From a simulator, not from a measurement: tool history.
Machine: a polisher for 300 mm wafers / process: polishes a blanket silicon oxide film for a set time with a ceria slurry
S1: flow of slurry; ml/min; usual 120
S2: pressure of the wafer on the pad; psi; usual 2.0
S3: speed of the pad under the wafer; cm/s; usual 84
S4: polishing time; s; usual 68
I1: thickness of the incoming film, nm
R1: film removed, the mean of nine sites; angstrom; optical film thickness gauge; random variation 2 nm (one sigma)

run	hour	S1	S2	S3	S4	I1	R1
1	0.0	120	2.0	94	68	1079.6	1875
# hour 141.6: slurry nozzle cleaned
# hour 146.3: worn pad replaced by a new one
2	177.1	120	2.0	94	68	1081.9	1918
3	240.0	120	2.0	84	68	1088.3	1800
4	282.1	120	2.0	84	68	1067.7	1797
5	308.8	120	2.0	84	68	1091.5	1801
6	359.5	120	2.0	84	68	1054.8	1743
# hour 382.6: worn pad replaced by a new one
7	416.0	120	2.0	84	68	1085.3	1820
# hour 461.6: head pressure recalibrated
8	470.7	120	2.0	96	68	1078.1	1752
9	532.9	120	2.0	96	68	1081.5	1742
10	558.3	120	2.0	96	68	1072.7	1776
# hour 564.9: worn pad replaced by a new one
# hour 578.2: slurry nozzle cleaned
11	616.1	160	2.0	84	68	1097.9	1666
12	656.3	120	2.0	98	68	1075.4	1792
13	688.2	90	2.0	84	68	1102.0	1480
14	739.6	120	2.0	62	68	1087.5	1364
# hour 768.0: worn pad replaced by a new one
15	809.7	120	1.7	100	80	1089.1	1833
16	836.2	120	1.5	84	68	1084.7	1247
17	873.5	120	1.4	84	68	1091.9	1165
18	925.9	120	2.0	84	68	1094.0	1648
19	970.1	120	2.0	84	68	1098.4	1649
# hour 1003.0: worn pad replaced by a new one
20	1019.1	120	2.5	94	61	1074.6	1985
21	1058.1	85	2.0	84	61	1066.8	1418

Branching from run 21: 4 alternative next runs. What would each branch give?
A	1058.5	120	2.0	84	56	1077.7	?
B	1058.5	120	2.0	100	68	1077.7	?
C	1058.5	120	2.6	84	68	1077.7	?
D	1058.5	120	1.7	70	68	1077.7	?

run	R1
A	1377
B	1888
C	2174
D	1260
Take away the tool's hidden state, keep each run's random variation, and the runs would have read:
run	R1
A	1309
B	1796
C	2067
D	1198

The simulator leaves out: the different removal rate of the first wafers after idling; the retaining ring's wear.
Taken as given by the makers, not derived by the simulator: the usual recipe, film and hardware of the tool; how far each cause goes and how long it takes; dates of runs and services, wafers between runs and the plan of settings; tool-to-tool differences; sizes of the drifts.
